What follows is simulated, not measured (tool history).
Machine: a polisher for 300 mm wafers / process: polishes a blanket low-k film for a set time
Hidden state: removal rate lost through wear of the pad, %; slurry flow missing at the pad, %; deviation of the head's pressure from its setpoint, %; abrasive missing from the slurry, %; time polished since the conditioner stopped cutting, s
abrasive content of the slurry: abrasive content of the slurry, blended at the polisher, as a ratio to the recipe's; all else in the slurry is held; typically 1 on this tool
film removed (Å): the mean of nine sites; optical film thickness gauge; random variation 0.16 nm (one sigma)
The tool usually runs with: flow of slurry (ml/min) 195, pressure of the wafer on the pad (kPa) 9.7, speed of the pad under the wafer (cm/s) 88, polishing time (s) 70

run	hour	flow of slurry (ml/min)	pressure of the wafer on the pad (kPa)	speed of the pad under the wafer (cm/s)	abrasive content of the slurry	polishing time (s)	wafers since the last listed run	wafers polished on this pad	hours since the slurry nozzle was cleaned	hours since the head pressure was calibrated	hours since the slurry blender was calibrated	hours since the conditioning disc was replaced	incoming thickness of the incoming film, nm	film removed (Å)
1	0	195	9.7	88	1	70	0	378	385.5	702.4	273.3	477.7	470	173
2	12.8	195	9.7	88	1	70	159	537	398.3	715.2	286.1	490.5	470.2	173
3	21.8	195	9.7	72	1	70	111	649	407.3	724.2	295.1	499.5	477.7	151
# hour 53.4: worn pad replaced by a new one
4	53.9	195	9.7	72	1	70	349	6	439.4	756.3	327.2	531.6	469.7	152
5	62.8	195	9.7	72	1	70	110	117	448.3	765.2	336.1	540.5	465.3	152
6	77.4	150	9.7	88	1	70	181	298	462.9	779.8	350.7	555.1	472.1	164
7	84.6	195	9.7	88	1	70	89	388	470.1	787	357.9	562.3	464.9	170
8	96.2	195	9.7	88	1	70	144	532	481.7	798.6	369.5	573.9	471.6	172
# hour 110.8: slurry blender recalibrated
# hour 116.2: conditioning disc replaced and pad reconditioned
# hour 130.4: slurry nozzle cleaned
# hour 141.8: worn pad replaced by a new one
9	142.3	195	9.7	88	1	70	461	5	11.9	844.7	31.5	26.1	476.3	186
10	149.9	195	9.7	88	1	70	94	100	19.5	852.3	39.1	33.7	469	186
11	159.1	195	9.7	88	1	70	114	214	28.7	861.5	48.3	42.9	474.2	185
12	175.9	195	9.7	88	1	70	208	423	45.5	878.3	65.1	59.7	471	185
13	186.4	195	9.7	88	1.1	83	130	553	56	888.8	75.6	70.2	469.9	223
14	197.1	195	9.7	88	1	70	133	686	66.7	899.5	86.3	80.9	476.6	182
15	213.4	195	9.7	88	1	70	202	889	83	915.8	102.6	97.2	468	181
# hour 223.3: worn pad replaced by a new one
16	231.2	195	7.6	110	1	70	171	98	100.8	933.6	120.4	115	467.5	168
17	248.3	195	9.7	88	1	70	212	311	117.9	950.7	137.5	132.1	467.2	180
18	260.6	195	9.7	88	1	70	152	464	130.2	963	149.8	144.4	470.9	177
# hour 292.5: head pressure recalibrated
19	296.4	130	9.7	76	1	70	420	884	166	3.9	185.6	180.2	460.9	147
20	307	175	7.6	76	0.9	70	131	1016	176.6	14.5	196.2	190.8	471.3	117
# hour 326.4: worn pad replaced by a new one
21	345	195	11.7	88	1.1	70	422	231	214.6	52.5	234.2	228.8	473	221
22	362.3	245	9.7	88	1	70	215	446	231.9	69.8	251.5	246.1	476.5	180
23	377.4	215	12.4	102	1	56	187	634	247	84.9	266.6	261.2	463.9	202
24	383.4	195	7.6	110	1	70	74	708	253	90.9	272.6	267.2	467.3	159
25	398.5	245	9.7	88	0.9	70	187	896	268.1	106	287.7	282.3	464	172
26	410.3	195	9	88	1	70	146	1043	279.9	117.8	299.5	294.1	476.1	160

Alternative continuations, all from the tool just after run 26; predict every row:
A	410.7	195	9.7	76	1	70	4	1048	280.3	118.2	299.9	294.5	477.9	?
B	410.7	195	12.4	98	1.25	63	4	1048	280.3	118.2	299.9	294.5	477.9	?
C	410.7	155	8.3	88	0.85	77	4	1048	280.3	118.2	299.9	294.5	477.9	?
D	410.7	195	9.7	88	1.15	70	4	1048	280.3	118.2	299.9	294.5	477.9	?

run	film removed (Å)
A	158
B	242
C	146
D	187
The same runs, with their run-to-run variation unchanged, on a tool lacking any hidden condition would have given:
run	film removed (Å)
A	176
B	267
C	164
D	207

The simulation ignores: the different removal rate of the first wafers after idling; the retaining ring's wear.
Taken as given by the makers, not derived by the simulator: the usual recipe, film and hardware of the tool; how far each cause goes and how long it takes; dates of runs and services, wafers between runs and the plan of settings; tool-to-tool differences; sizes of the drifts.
